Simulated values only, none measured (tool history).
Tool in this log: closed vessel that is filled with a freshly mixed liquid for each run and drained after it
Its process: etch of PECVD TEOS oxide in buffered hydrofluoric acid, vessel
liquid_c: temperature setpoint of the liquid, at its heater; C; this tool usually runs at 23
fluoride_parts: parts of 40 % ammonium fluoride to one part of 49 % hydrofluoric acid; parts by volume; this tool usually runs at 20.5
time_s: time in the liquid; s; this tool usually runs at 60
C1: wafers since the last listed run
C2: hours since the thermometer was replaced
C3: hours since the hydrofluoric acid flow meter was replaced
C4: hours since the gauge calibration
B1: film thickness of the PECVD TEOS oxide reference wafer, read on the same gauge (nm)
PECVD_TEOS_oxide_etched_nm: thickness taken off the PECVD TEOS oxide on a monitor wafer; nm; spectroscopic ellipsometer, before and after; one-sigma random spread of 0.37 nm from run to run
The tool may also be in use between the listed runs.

run 1 hour=0 | liquid_c=23 fluoride_parts=20.5 time_s=60 | C1=0 C2=1408 C3=153.7 C4=971.4 | B1=97.64 | PECVD_TEOS_oxide_etched_nm=62.67
run 2 hour=64.1 | liquid_c=23 fluoride_parts=17.5 time_s=60 | C1=9290 C2=1472.1 C3=217.8 C4=1035.5 | B1=97.44 | PECVD_TEOS_oxide_etched_nm=72.25
run 3 hour=112.7 | liquid_c=23 fluoride_parts=17.5 time_s=60 | C1=7044 C2=1520.7 C3=266.4 C4=1084.1 | B1=97.35 | PECVD_TEOS_oxide_etched_nm=71.97
run 4 hour=195.6 | liquid_c=23 fluoride_parts=17.5 time_s=60 | C1=12015 C2=1603.6 C3=349.3 C4=1167 | B1=97.06 | PECVD_TEOS_oxide_etched_nm=71.65
-- hour=254.4 hydrofluoric acid flow meter replaced
run 5 hour=255.7 | liquid_c=23 fluoride_parts=20.5 time_s=60 | C1=8566 C2=1663.7 C3=1.3 C4=1227.1 | B1=96.95 | PECVD_TEOS_oxide_etched_nm=62.19
run 6 hour=316.3 | liquid_c=23 fluoride_parts=20.5 time_s=60 | C1=8783 C2=1724.3 C3=61.9 C4=1287.7 | B1=96.84 | PECVD_TEOS_oxide_etched_nm=61.48
run 7 hour=403.2 | liquid_c=23 fluoride_parts=20.5 time_s=60 | C1=12595 C2=1811.2 C3=148.8 C4=1374.6 | B1=96.59 | PECVD_TEOS_oxide_etched_nm=61.13
run 8 hour=474.2 | liquid_c=23 fluoride_parts=20.5 time_s=60 | C1=10290 C2=1882.2 C3=219.8 C4=1445.6 | B1=96.38 | PECVD_TEOS_oxide_etched_nm=61.23
run 9 hour=581.7 | liquid_c=23 fluoride_parts=20.5 time_s=60 | C1=15581 C2=1989.7 C3=327.3 C4=1553.1 | B1=96.12 | PECVD_TEOS_oxide_etched_nm=61.27
-- hour=677.2 hydrofluoric acid flow meter replaced
run 10 hour=688.7 | liquid_c=23 fluoride_parts=20.5 time_s=60 | C1=15363 C2=2096.7 C3=11.5 C4=1660.1 | B1=95.83 | PECVD_TEOS_oxide_etched_nm=61.49
-- hour=701.2 gauge calibrated
run 11 hour=735 | liquid_c=25 fluoride_parts=13 time_s=70 | C1=6710 C2=2143 C3=57.8 C4=33.8 | B1=99.56 | PECVD_TEOS_oxide_etched_nm=127.77
run 12 hour=818.1 | liquid_c=21.5 fluoride_parts=18 time_s=30 | C1=12044 C2=2226.1 C3=140.9 C4=116.9 | B1=99.31 | PECVD_TEOS_oxide_etched_nm=33.09
-- hour=823.1 thermometer replaced
run 13 hour=879.1 | liquid_c=19 fluoride_parts=15.5 time_s=30 | C1=8696 C2=56 C3=201.9 C4=177.9 | B1=99.18 | PECVD_TEOS_oxide_etched_nm=32.92
run 14 hour=981.1 | liquid_c=23 fluoride_parts=20.5 time_s=60 | C1=14784 C2=158 C3=303.9 C4=279.9 | B1=98.95 | PECVD_TEOS_oxide_etched_nm=63.02
run 15 hour=1053 | liquid_c=19 fluoride_parts=14.5 time_s=70 | C1=10421 C2=229.9 C3=375.8 C4=351.8 | B1=98.75 | PECVD_TEOS_oxide_etched_nm=82.29
-- hour=1097.9 hydrofluoric acid flow meter replaced
run 16 hour=1267.4 | liquid_c=23 fluoride_parts=20.5 time_s=45 | C1=30930 C2=444.3 C3=169.5 C4=566.2 | B1=98.18 | PECVD_TEOS_oxide_etched_nm=46.65
run 17 hour=1342 | liquid_c=23 fluoride_parts=13 time_s=40 | C1=10812 C2=518.9 C3=244.1 C4=640.8 | B1=97.98 | PECVD_TEOS_oxide_etched_nm=64.46
run 18 hour=1388.8 | liquid_c=20.5 fluoride_parts=20.5 time_s=90 | C1=6783 C2=565.7 C3=290.9 C4=687.6 | B1=97.88 | PECVD_TEOS_oxide_etched_nm=81.64
run 19 hour=1441 | liquid_c=26.5 fluoride_parts=15.5 time_s=30 | C1=7566 C2=617.9 C3=343.1 C4=739.8 | B1=97.78 | PECVD_TEOS_oxide_etched_nm=48.9
-- hour=1589.9 hydrofluoric acid flow meter replaced
run 20 hour=1595.6 | liquid_c=23 fluoride_parts=20.5 time_s=60 | C1=22263 C2=772.5 C3=5.7 C4=894.4 | B1=97.33 | PECVD_TEOS_oxide_etched_nm=62.21
run 21 hour=1678.1 | liquid_c=27 fluoride_parts=25 time_s=60 | C1=11957 C2=855 C3=88.2 C4=976.9 | B1=97.16 | PECVD_TEOS_oxide_etched_nm=67.45

Below are 5 alternative next runs, each starting from the tool's condition after run 21. Predict each:
run A hour=1678.8 | liquid_c=23 fluoride_parts=13.5 time_s=60 | C1=101 C2=855.7 C3=88.9 C4=977.6 | B1=? | PECVD_TEOS_oxide_etched_nm=?
run B hour=1678.8 | liquid_c=18.5 fluoride_parts=25 time_s=60 | C1=101 C2=855.7 C3=88.9 C4=977.6 | B1=? | PECVD_TEOS_oxide_etched_nm=?
run C hour=1678.8 | liquid_c=28 fluoride_parts=27.5 time_s=45 | C1=101 C2=855.7 C3=88.9 C4=977.6 | B1=? | PECVD_TEOS_oxide_etched_nm=?
run D hour=1678.8 | liquid_c=25.5 fluoride_parts=13.5 time_s=30 | C1=101 C2=855.7 C3=88.9 C4=977.6 | B1=? | PECVD_TEOS_oxide_etched_nm=?
run E hour=1678.8 | liquid_c=26.5 fluoride_parts=20.5 time_s=80 | C1=101 C2=855.7 C3=88.9 C4=977.6 | B1=? | PECVD_TEOS_oxide_etched_nm=?

run=A B1=97.16 PECVD_TEOS_oxide_etched_nm=91.94
run=B B1=97.16 PECVD_TEOS_oxide_etched_nm=41.62
run=C B1=97.16 PECVD_TEOS_oxide_etched_nm=49.38
run=D B1=97.16 PECVD_TEOS_oxide_etched_nm=52.68
run=E B1=97.16 PECVD_TEOS_oxide_etched_nm=99.05
Without the tool's hidden state the same runs would have given:
run=A PECVD_TEOS_oxide_etched_nm=94.64
run=B PECVD_TEOS_oxide_etched_nm=42.84
run=C PECVD_TEOS_oxide_etched_nm=50.84
run=D PECVD_TEOS_oxide_etched_nm=54.23
run=E PECVD_TEOS_oxide_etched_nm=101.97

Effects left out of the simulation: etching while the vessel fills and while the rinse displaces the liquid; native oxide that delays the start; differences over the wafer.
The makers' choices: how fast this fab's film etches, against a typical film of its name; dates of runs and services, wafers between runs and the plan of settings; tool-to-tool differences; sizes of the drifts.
